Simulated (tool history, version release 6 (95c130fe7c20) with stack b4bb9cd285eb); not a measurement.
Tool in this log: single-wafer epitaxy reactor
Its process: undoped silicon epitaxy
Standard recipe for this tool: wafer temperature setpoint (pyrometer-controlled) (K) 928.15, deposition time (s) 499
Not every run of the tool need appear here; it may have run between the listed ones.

| run | hour | wafer temperature setpoint (pyrometer-controlled) (K) | deposition time (s) | read-back reference wafer on the same gauge, thickness_nm | mean film thickness on the monitor wafer (Å) |
|---|---|---|---|---|---|
| 1 | 0.0 | 939.15 | 499 | 106.201 | 1066.43 |
| 2 | 24.3 | 928.15 | 499 | 106.130 | 869.29 |
| 3 | 43.3 | 928.15 | 499 | 106.144 | 865.81 |
| 4 | 79.0 | 928.15 | 499 | 106.196 | 864.55 |
| 5 | 103.7 | 928.15 | 463 | 106.104 | 797.59 |
| 6 | 117.6 | 928.15 | 463 | 106.118 | 797.48 |
| 7 | 130.4 | 928.15 | 463 | 106.135 | 797.56 |
| 8 | 161.0 | 928.15 | 539 | 106.131 | 922.35 |
| 9 | 173.9 | 928.15 | 499 | 106.025 | 854.09 |
| 10 | 206.9 | 928.15 | 499 | 106.141 | 855.75 |
| 11 | 242.9 | 925.15 | 499 | 106.014 | 801.79 |
| 12 | 264.2 | 928.15 | 499 | 106.136 | 860.13 |
| 13 | 289.2 | 928.15 | 499 | 106.073 | 854.09 |
| 14 | 360.9 | 928.15 | 499 | 106.112 | 849.00 |
| 15 | 396.3 | 923.15 | 499 | 106.262 | 771.16 |
| 16 | 423.6 | 928.15 | 499 | 106.114 | 844.01 |
| 17 | 444.3 | 928.15 | 499 | 106.073 | 839.05 |
| 18 | 479.9 | 937.15 | 499 | 106.169 | 1006.29 |
| 19 | 502.1 | 937.15 | 499 | 106.135 | 989.31 |
| 20 | 516.8 | 928.15 | 561 | 106.020 | 943.09 |
| 21 | 536.9 | 928.15 | 561 | 106.247 | 939.51 |
| 22 | 570.4 | 916.15 | 558 | 106.219 | 739.06 |
| 23 | 598.7 | 928.15 | 439 | 106.047 | 728.80 |
| 24 | 620.1 | 943.15 | 594 | 106.116 | 1314.09 |
| 25 | 654.5 | 932.15 | 427 | 106.098 | 760.76 |
| 26 | 680.9 | 940.15 | 543 | 106.039 | 1125.00 |
|  | 724.1 | pyrometer calibrated |
| 27 | 767.0 | 914.15 | 499 | 106.177 | 707.91 |
| 28 | 779.4 | 936.15 | 457 | 106.113 | 986.40 |
|  | 789.3 | gauge calibrated |
| 29 | 792.0 | 928.15 | 499 | 106.181 | 927.94 |
| 30 | 821.4 | 928.15 | 539 | 106.148 | 997.20 |
| 31 | 841.4 | 924.15 | 407 | 106.155 | 700.57 |
| 32 | 867.2 | 933.15 | 457 | 105.994 | 930.13 |
| 33 | 885.5 | 936.15 | 457 | 106.093 | 988.89 |
| 34 | 899.0 | 928.15 | 590 | 106.076 | 1093.49 |
| 35 | 923.7 | 928.15 | 499 | 106.157 | 927.65 |
| 36 | 948.1 | 928.15 | 499 | 105.937 | 927.58 |
| 37 | 964.3 | 915.15 | 499 | 106.084 | 720.38 |
| 38 | 1060.8 | 928.15 | 499 | 106.124 | 925.63 |
| 39 | 1089.6 | 928.15 | 405 | 106.102 | 747.47 |
| 40 | 1123.3 | 928.15 | 499 | 106.199 | 917.50 |
| 41 | 1141.0 | 928.15 | 459 | 106.121 | 853.53 |
| 42 | 1160.8 | 933.15 | 457 | 105.968 | 933.69 |
| 43 | 1188.9 | 924.15 | 550 | 106.157 | 946.07 |

What would each run have given without the hidden state, its run-to-run variation left as it was?
The hidden state here: wafer temperature above the value expected at the setpoint (K); gauge reads high (%).
| run | mean film thickness on the monitor wafer (Å) |
|---|---|
| 1 | 1141.17 |
| 2 | 932.81 |
| 3 | 930.08 |
| 4 | 930.63 |
| 5 | 859.77 |
| 6 | 860.36 |
| 7 | 861.09 |
| 8 | 997.63 |
| 9 | 924.50 |
| 10 | 928.15 |
| 11 | 871.95 |
| 12 | 936.18 |
| 13 | 931.05 |
| 14 | 929.70 |
| 15 | 847.16 |
| 16 | 928.01 |
| 17 | 923.81 |
| 18 | 1108.72 |
| 19 | 1091.60 |
| 20 | 1043.41 |
| 21 | 1040.86 |
| 22 | 822.67 |
| 23 | 810.87 |
| 24 | 1459.83 |
| 25 | 849.03 |
| 26 | 1255.77 |
| 27 | 709.09 |
| 28 | 987.99 |
| 29 | 929.47 |
| 30 | 998.89 |
| 31 | 701.81 |
| 32 | 931.81 |
| 33 | 990.72 |
| 34 | 1095.60 |
| 35 | 929.54 |
| 36 | 929.57 |
| 37 | 722.04 |
| 38 | 928.28 |
| 39 | 749.77 |
| 40 | 920.58 |
| 41 | 856.54 |
| 42 | 937.12 |
| 43 | 949.88 |
